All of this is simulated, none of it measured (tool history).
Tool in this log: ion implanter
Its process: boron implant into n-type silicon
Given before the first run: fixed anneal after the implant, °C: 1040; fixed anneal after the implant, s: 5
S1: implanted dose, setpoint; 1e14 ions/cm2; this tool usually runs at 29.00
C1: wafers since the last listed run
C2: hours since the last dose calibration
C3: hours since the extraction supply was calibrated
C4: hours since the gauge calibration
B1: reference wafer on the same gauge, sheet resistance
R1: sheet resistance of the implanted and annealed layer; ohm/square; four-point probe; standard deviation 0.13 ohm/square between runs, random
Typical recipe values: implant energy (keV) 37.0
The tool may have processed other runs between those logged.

{"run": 1, "day": 0.0, "S1": 29.0, "implant energy (keV)": 37.0, "C1": 0, "C2": 292.3, "C3": 3116.7, "C4": 256.3, "B1": 50.11, "R1": 48.08}
{"run": 2, "day": 0.292, "S1": 29.0, "implant energy (keV)": 37.0, "C1": 102, "C2": 299.3, "C3": 3123.7, "C4": 263.3, "B1": 50.1, "R1": 48.14}
{"run": 3, "day": 1.0, "S1": 29.0, "implant energy (keV)": 37.0, "C1": 249, "C2": 316.3, "C3": 3140.7, "C4": 280.3, "B1": 50.13, "R1": 48.23}
{"run": 4, "day": 1.608, "S1": 29.0, "implant energy (keV)": 37.0, "C1": 214, "C2": 330.9, "C3": 3155.3, "C4": 294.9, "B1": 50.12, "R1": 48.16}
{"run": 5, "day": 2.138, "S1": 29.0, "implant energy (keV)": 37.0, "C1": 186, "C2": 343.6, "C3": 3168.0, "C4": 307.6, "B1": 50.12, "R1": 48.09}
{"run": 6, "day": 3.992, "S1": 29.0, "implant energy (keV)": 37.0, "C1": 653, "C2": 388.1, "C3": 3212.5, "C4": 352.1, "B1": 50.08, "R1": 48.19}
{"run": 7, "day": 4.567, "S1": 29.0, "implant energy (keV)": 37.0, "C1": 202, "C2": 401.9, "C3": 3226.3, "C4": 365.9, "B1": 50.1, "R1": 48.25}
{"run": 8, "day": 5.021, "S1": 29.0, "implant energy (keV)": 37.0, "C1": 160, "C2": 412.8, "C3": 3237.2, "C4": 376.8, "B1": 50.09, "R1": 48.2}
{"run": 9, "day": 5.488, "S1": 29.0, "implant energy (keV)": 37.0, "C1": 164, "C2": 424.0, "C3": 3248.4, "C4": 388.0, "B1": 50.05, "R1": 47.92}
{"run": 10, "day": 5.983, "S1": 29.0, "implant energy (keV)": 37.0, "C1": 174, "C2": 435.9, "C3": 3260.3, "C4": 399.9, "B1": 50.12, "R1": 48.03}
{"day": 6.492, "done": "gauge calibrated"}
{"run": 11, "day": 6.621, "S1": 29.0, "implant energy (keV)": 37.0, "C1": 224, "C2": 451.2, "C3": 3275.6, "C4": 3.1, "B1": 50.13, "R1": 48.0}
{"run": 12, "day": 7.138, "S1": 29.0, "implant energy (keV)": 37.0, "C1": 182, "C2": 463.6, "C3": 3288.0, "C4": 15.5, "B1": 50.07, "R1": 48.19}
{"run": 13, "day": 7.575, "S1": 29.0, "implant energy (keV)": 37.0, "C1": 154, "C2": 474.1, "C3": 3298.5, "C4": 26.0, "B1": 50.14, "R1": 48.07}
{"run": 14, "day": 8.3, "S1": 26.96, "implant energy (keV)": 37.0, "C1": 255, "C2": 491.5, "C3": 3315.9, "C4": 43.4, "B1": 50.09, "R1": 50.29}
{"run": 15, "day": 8.975, "S1": 26.96, "implant energy (keV)": 37.0, "C1": 237, "C2": 507.7, "C3": 3332.1, "C4": 59.6, "B1": 50.05, "R1": 50.33}
{"run": 16, "day": 10.6, "S1": 29.0, "implant energy (keV)": 37.0, "C1": 572, "C2": 546.7, "C3": 3371.1, "C4": 98.6, "B1": 50.09, "R1": 47.88}
{"run": 17, "day": 11.2, "S1": 31.33, "implant energy (keV)": 26.5, "C1": 211, "C2": 561.1, "C3": 3385.5, "C4": 113.0, "B1": 50.11, "R1": 51.18}
{"run": 18, "day": 11.75, "S1": 29.0, "implant energy (keV)": 37.0, "C1": 193, "C2": 574.3, "C3": 3398.7, "C4": 126.2, "B1": 50.1, "R1": 48.32}
{"run": 19, "day": 12.162, "S1": 29.0, "implant energy (keV)": 37.0, "C1": 145, "C2": 584.2, "C3": 3408.6, "C4": 136.1, "B1": 50.15, "R1": 48.29}
{"run": 20, "day": 12.708, "S1": 33.02, "implant energy (keV)": 48.5, "C1": 192, "C2": 597.3, "C3": 3421.7, "C4": 149.2, "B1": 50.17, "R1": 41.96}
{"run": 21, "day": 13.275, "S1": 21.46, "implant energy (keV)": 33.0, "C1": 199, "C2": 610.9, "C3": 3435.3, "C4": 162.8, "B1": 50.04, "R1": 59.59}
{"run": 22, "day": 13.838, "S1": 25.28, "implant energy (keV)": 43.0, "C1": 198, "C2": 624.4, "C3": 3448.8, "C4": 176.3, "B1": 50.09, "R1": 50.91}
{"run": 23, "day": 14.354, "S1": 32.08, "implant energy (keV)": 29.0, "C1": 182, "C2": 636.8, "C3": 3461.2, "C4": 188.7, "B1": 50.11, "R1": 48.9}
{"run": 24, "day": 15.058, "S1": 35.94, "implant energy (keV)": 26.0, "C1": 248, "C2": 653.7, "C3": 3478.1, "C4": 205.6, "B1": 50.08, "R1": 49.08}
{"day": 15.392, "done": "Faraday cup replaced and dose calibrated"}
{"run": 25, "day": 15.738, "S1": 37.6, "implant energy (keV)": 44.5, "C1": 121, "C2": 8.3, "C3": 3494.4, "C4": 221.9, "B1": 50.14, "R1": 40.08}
{"run": 26, "day": 16.238, "S1": 25.28, "implant energy (keV)": 43.0, "C1": 176, "C2": 20.3, "C3": 3506.4, "C4": 233.9, "B1": 50.14, "R1": 51.02}
{"run": 27, "day": 16.512, "S1": 23.16, "implant energy (keV)": 46.5, "C1": 96, "C2": 26.9, "C3": 3513.0, "C4": 240.5, "B1": 50.1, "R1": 53.61}
{"day": 17.2, "done": "extraction supply calibrated"}
{"run": 28, "day": 17.246, "S1": 24.43, "implant energy (keV)": 28.0, "C1": 140, "C2": 44.5, "C3": 1.1, "C4": 258.1, "B1": 50.09, "R1": 56.78}
{"run": 29, "day": 17.538, "S1": 36.13, "implant energy (keV)": 46.0, "C1": 102, "C2": 51.5, "C3": 8.1, "C4": 265.1, "B1": 50.04, "R1": 40.57}
{"run": 30, "day": 17.979, "S1": 22.88, "implant energy (keV)": 33.5, "C1": 155, "C2": 62.1, "C3": 18.7, "C4": 275.7, "B1": 50.1, "R1": 57.04}
{"run": 31, "day": 18.608, "S1": 25.49, "implant energy (keV)": 31.0, "C1": 221, "C2": 77.2, "C3": 33.8, "C4": 290.8, "B1": 50.11, "R1": 54.1}
{"run": 32, "day": 19.254, "S1": 23.88, "implant energy (keV)": 46.0, "C1": 227, "C2": 92.7, "C3": 49.3, "C4": 306.3, "B1": 50.15, "R1": 52.55}
{"run": 33, "day": 19.729, "S1": 25.34, "implant energy (keV)": 42.0, "C1": 167, "C2": 104.1, "C3": 60.7, "C4": 317.7, "B1": 50.13, "R1": 51.4}
{"run": 34, "day": 20.454, "S1": 29.0, "implant energy (keV)": 37.0, "C1": 255, "C2": 121.5, "C3": 78.1, "C4": 335.1, "B1": 50.12, "R1": 48.26}
{"run": 35, "day": 21.046, "S1": 29.0, "implant energy (keV)": 37.0, "C1": 208, "C2": 135.7, "C3": 92.3, "C4": 349.3, "B1": 50.11, "R1": 48.1}
{"run": 36, "day": 21.762, "S1": 21.61, "implant energy (keV)": 44.5, "C1": 252, "C2": 152.9, "C3": 109.5, "C4": 366.5, "B1": 50.08, "R1": 57.08}
{"run": 37, "day": 22.438, "S1": 29.0, "implant energy (keV)": 49.0, "C1": 237, "C2": 169.1, "C3": 125.7, "C4": 382.7, "B1": 50.06, "R1": 45.43}
{"run": 38, "day": 22.967, "S1": 22.17, "implant energy (keV)": 37.0, "C1": 186, "C2": 181.8, "C3": 138.4, "C4": 395.4, "B1": 50.13, "R1": 57.46}
{"run": 39, "day": 23.646, "S1": 33.1, "implant energy (keV)": 41.5, "C1": 239, "C2": 198.1, "C3": 154.7, "C4": 411.7, "B1": 50.1, "R1": 43.33}

Hidden state, per run?
deviation of the true dose from the Faraday cup's reading, %: 0 on each run
deviation of the true energy from its setpoint, %: 0 on each run
gauge reads high (%): 0 on each run
